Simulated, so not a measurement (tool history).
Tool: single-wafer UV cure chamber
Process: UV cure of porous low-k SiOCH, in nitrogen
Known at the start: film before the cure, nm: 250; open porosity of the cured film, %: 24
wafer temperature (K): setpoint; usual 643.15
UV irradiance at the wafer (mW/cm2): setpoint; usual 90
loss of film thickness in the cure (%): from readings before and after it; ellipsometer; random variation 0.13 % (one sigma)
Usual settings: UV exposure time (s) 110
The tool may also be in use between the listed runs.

run   hour  wafer temperature (K)  UV exposure time (s)  UV irradiance at the wafer (mW/cm2)  loss of film thickness in the cure (%)
  1      0                 643.15                   110                                   90                                   8.655
  2   31.9                 643.15                   110                                   90                                   8.642
  3   86.1                 631.15                   110                                   90                                   7.908
  4  108.3                 631.15                   110                                   90                                   7.787
  5  177.1                 643.15                   110                                   90                                   7.741
  6  193.8                 643.15                   110                                   90                                   7.671
  7  216.2                 643.15                   110                                   90                                    7.44
  8  228.4                 643.15                   110                                   90                                   7.403
     239.1  -- quartz window cleaned
  9  244.5                 643.15                   110                                   90                                   8.219
 10  265.8                 643.15                   110                                   90                                   8.501
 11  296.6                 643.15                   110                                   90                                    7.99
 12  332.4                 643.15                   110                                   90                                   8.096
 13  365.7                 643.15                   110                                  101                                   8.369
 14    395                 657.15                   110                                  120                                   9.179
 15  409.4                 657.15                   110                                  120                                    9.12
 16  429.3                 643.15                   110                                   90                                   7.853
 17  458.1                 643.15                   110                                   90                                   7.617
     487.8  -- UV bulbs replaced
 18    539                 659.15                    85                                   78                                   6.789
 19  572.5                 643.15                   110                                   90                                   8.327

Forecast run 20:
 20  584.5                 661.15                   170                                   70                                       ?

Run 20 gave loss of film thickness in the cure (%) 9.485.
Without the tool's hidden state the same run would have given loss of film thickness in the cure (%) 10.319.
